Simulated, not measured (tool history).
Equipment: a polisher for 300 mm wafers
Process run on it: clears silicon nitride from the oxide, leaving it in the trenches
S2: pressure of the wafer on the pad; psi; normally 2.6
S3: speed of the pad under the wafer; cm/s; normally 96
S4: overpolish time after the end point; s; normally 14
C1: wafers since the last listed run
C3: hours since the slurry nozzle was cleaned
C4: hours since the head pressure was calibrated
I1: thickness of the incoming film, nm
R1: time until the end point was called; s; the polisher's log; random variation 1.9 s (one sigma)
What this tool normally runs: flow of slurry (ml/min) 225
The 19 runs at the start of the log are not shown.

run 20 hour=1403.8 | flow_of_slurry_(ml/min)=225 S2=2.6 S3=84 S4=19 | C1=626 wafers_polished_on_this_pad=1162 C3=380.2 C4=463.2 | I1=99.7 | R1=126.8
-- hour=1417.1 slurry nozzle cleaned
run 21 hour=1456.1 | flow_of_slurry_(ml/min)=270 S2=3.2 S3=80 S4=11 | C1=345 wafers_polished_on_this_pad=1508 C3=39.0 C4=515.5 | I1=100.5 | R1=116.2
run 22 hour=1525.6 | flow_of_slurry_(ml/min)=225 S2=2.6 S3=96 S4=21 | C1=468 wafers_polished_on_this_pad=1977 C3=108.5 C4=585.0 | I1=100.0 | R1=114.6
-- hour=1533.8 head pressure recalibrated
run 23 hour=1616.9 | flow_of_slurry_(ml/min)=225 S2=2.6 S3=96 S4=17 | C1=602 wafers_polished_on_this_pad=2579 C3=199.8 C4=83.1 | I1=100.1 | R1=124.8
run 24 hour=1678.1 | flow_of_slurry_(ml/min)=225 S2=3.1 S3=96 S4=14 | C1=412 wafers_polished_on_this_pad=2991 C3=261.0 C4=144.3 | I1=98.5 | R1=109.6
-- hour=1726.9 worn pad replaced by a new one
run 25 hour=1744.2 | flow_of_slurry_(ml/min)=225 S2=2.6 S3=96 S4=14 | C1=418 wafers_polished_on_this_pad=116 C3=327.1 C4=210.4 | I1=100.7 | R1=108.3
run 26 hour=1781.6 | flow_of_slurry_(ml/min)=270 S2=3.2 S3=80 S4=11 | C1=252 wafers_polished_on_this_pad=368 C3=364.5 C4=247.8 | I1=99.6 | R1=107.9
-- hour=1813.1 slurry nozzle cleaned
run 27 hour=1879.9 | flow_of_slurry_(ml/min)=225 S2=2.6 S3=96 S4=14 | C1=656 wafers_polished_on_this_pad=1024 C3=66.8 C4=346.1 | I1=100.9 | R1=118.0
run 28 hour=1947.8 | flow_of_slurry_(ml/min)=225 S2=2.6 S3=112 S4=7 | C1=457 wafers_polished_on_this_pad=1482 C3=134.7 C4=414.0 | I1=99.6 | R1=105.4
run 29 hour=2009.4 | flow_of_slurry_(ml/min)=200 S2=3.0 S3=108 S4=20 | C1=415 wafers_polished_on_this_pad=1897 C3=196.3 C4=475.6 | I1=100.1 | R1=100.8
-- hour=2038.8 head pressure recalibrated
run 30 hour=2101.4 | flow_of_slurry_(ml/min)=255 S2=1.9 S3=106 S4=7 | C1=606 wafers_polished_on_this_pad=2504 C3=288.3 C4=62.6 | I1=97.8 | R1=130.6
run 31 hour=2198.3 | flow_of_slurry_(ml/min)=225 S2=2.6 S3=96 S4=14 | C1=653 wafers_polished_on_this_pad=3157 C3=385.2 C4=159.5 | I1=99.5 | R1=127.0

Here are 5 independent what-if runs from the current tool condition. What would each one return?
run A hour=2198.8 | flow_of_slurry_(ml/min)=225 S2=2.6 S3=96 S4=14 | C1=3 wafers_polished_on_this_pad=3161 C3=385.7 C4=160.0 | I1=101.0 | R1=?
run B hour=2198.8 | flow_of_slurry_(ml/min)=225 S2=2.6 S3=96 S4=19 | C1=3 wafers_polished_on_this_pad=3161 C3=385.7 C4=160.0 | I1=101.0 | R1=?
run C hour=2198.8 | flow_of_slurry_(ml/min)=225 S2=2.6 S3=80 S4=14 | C1=3 wafers_polished_on_this_pad=3161 C3=385.7 C4=160.0 | I1=101.0 | R1=?
run D hour=2198.8 | flow_of_slurry_(ml/min)=185 S2=2.6 S3=112 S4=22 | C1=3 wafers_polished_on_this_pad=3161 C3=385.7 C4=160.0 | I1=101.0 | R1=?
run E hour=2198.8 | flow_of_slurry_(ml/min)=225 S2=3.2 S3=128 S4=7 | C1=3 wafers_polished_on_this_pad=3161 C3=385.7 C4=160.0 | I1=101.0 | R1=?

run=A R1=125.6
run=B R1=125.6
run=C R1=144.3
run=D R1=114.4
run=E R1=86.9
Had the tool no hidden state, the same runs would have come out as:
run=A R1=108.4
run=B R1=108.4
run=C R1=124.6
run=D R1=98.7
run=E R1=75.0
